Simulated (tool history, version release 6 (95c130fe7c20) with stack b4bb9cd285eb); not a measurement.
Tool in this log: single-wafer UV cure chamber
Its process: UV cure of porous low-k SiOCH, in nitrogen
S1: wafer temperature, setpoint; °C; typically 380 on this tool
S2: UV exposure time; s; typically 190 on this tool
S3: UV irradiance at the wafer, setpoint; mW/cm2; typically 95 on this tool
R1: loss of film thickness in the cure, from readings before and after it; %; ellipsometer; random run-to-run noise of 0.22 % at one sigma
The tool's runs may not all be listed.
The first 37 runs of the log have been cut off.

run    hour   S1   S2   S3      R1
 38   987.7  368  275   82  13.126
 39  1019.1  380  190   81  11.480
 40  1050.1  380  105   63   7.041
 41  1083.7  361  190   95  11.385
 42  1104.5  370  230   56   9.883
 43  1124.0  380  190   95  11.751
     1133.5  -- quartz window cleaned
 44  1142.0  385  250  119  15.597
 45  1166.4  380  190   58  10.241

Predict each of these 5 candidate next runs independently; none follows another, all start after run 45:
  A  1166.9  380  190   69   ?
  B  1166.9  396  190   95   ?
  C  1166.9  398  300   67   ?
  D  1166.9  386  190  121   ?
  E  1166.9  388  270   78   ?

run      R1
  A  10.977
  B  12.932
  C  13.535
  D  13.996
  E  13.574
What these runs would have given with no unlogged condition in the tool:
run      R1
  A  11.412
  B  13.384
  C  13.992
  D  14.457
  E  14.032

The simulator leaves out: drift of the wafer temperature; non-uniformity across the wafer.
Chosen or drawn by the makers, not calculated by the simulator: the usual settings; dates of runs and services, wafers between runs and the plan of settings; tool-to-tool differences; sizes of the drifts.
